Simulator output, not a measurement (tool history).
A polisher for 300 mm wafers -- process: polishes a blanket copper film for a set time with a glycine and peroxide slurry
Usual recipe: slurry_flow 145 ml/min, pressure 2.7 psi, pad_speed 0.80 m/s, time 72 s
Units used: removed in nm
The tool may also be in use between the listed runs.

run   hour  slurry_flow  pressure  pad_speed  time  wafers since the last listed run  wafers polished on this pad  hours since the slurry nozzle was cleaned  hours since the head pressure was calibrated  incoming thickness of the incoming film, nm  removed
  1    0.0          145       2.7       0.80    72                                 0                          575                                      461.0                                         891.2                                       1762.6    300.5
      48.9  -- slurry nozzle cleaned
  2   61.7          145       2.7       0.80    72                               723                         1299                                       12.8                                         952.9                                       1754.8    332.1
  3   92.3          145       2.7       0.80    72                               364                         1664                                       43.4                                         983.5                                       1723.2    325.8
     120.1  -- worn pad replaced by a new one
  4  156.5          145       2.4       0.80    72                               717                          434                                      107.6                                        1047.7                                       1728.3    293.3
  5  182.3          145       2.7       0.80    72                               307                          742                                      133.4                                        1073.5                                       1749.0    320.9
  6  239.9          145       2.7       0.80    72                               686                         1429                                      191.0                                        1131.1                                       1713.6    303.7
  7  268.8          145       2.7       0.80    72                               344                         1773                                      219.9                                        1160.0                                       1732.5    307.9
     296.4  -- head pressure recalibrated
  8  298.0          145       2.7       0.80    72                               324                         2097                                      249.1                                           1.6                                       1770.7    303.3
     302.2  -- worn pad replaced by a new one
  9  362.3          145       2.7       0.80    72                               719                          716                                      313.4                                          65.9                                       1757.4    304.4
 10  389.0          145       2.7       0.80    72                               318                         1034                                      340.1                                          92.6                                       1754.2    308.9
 11  457.4          145       2.7       0.80    72                               815                         1850                                      408.5                                         161.0                                       1751.0    306.2
     512.4  -- worn pad replaced by a new one, of another model than before
 12  512.9          115       2.7       0.80    82                               614                            5                                      464.0                                         216.5                                       1743.5    348.4
     549.5  -- slurry nozzle cleaned
 13  564.1          165       3.6       0.80    72                               598                          604                                       14.6                                         267.7                                       1759.4    435.5
 14  597.6          145       2.4       0.80    86                               399                         1003                                       48.1                                         301.2                                       1750.3    346.1
 15  646.1          145       2.7       0.80    72                               578                         1582                                       96.6                                         349.7                                       1735.6    331.0
     685.7  -- worn pad replaced by a new one
 16  692.2          115       2.7       0.62    72                               501                           77                                      142.7                                         395.8                                       1749.9    274.7
 17  728.0          145       2.7       0.80    72                               426                          504                                      178.5                                         431.6                                       1751.0    321.3
 18  760.8          130       2.5       1.04    61                               391                          895                                      211.3                                         464.4                                       1722.2    290.0

For run 19, what comes out?
 19  790.6          160       3.6       0.80    72                               355                         1251                                      241.1                                         494.2                                       1754.6        ?

{"run 19": {"removed": 431.3}}
If the tool had no hidden condition, the same run with the same run-to-run variation would have returned removed 448.7 nm.
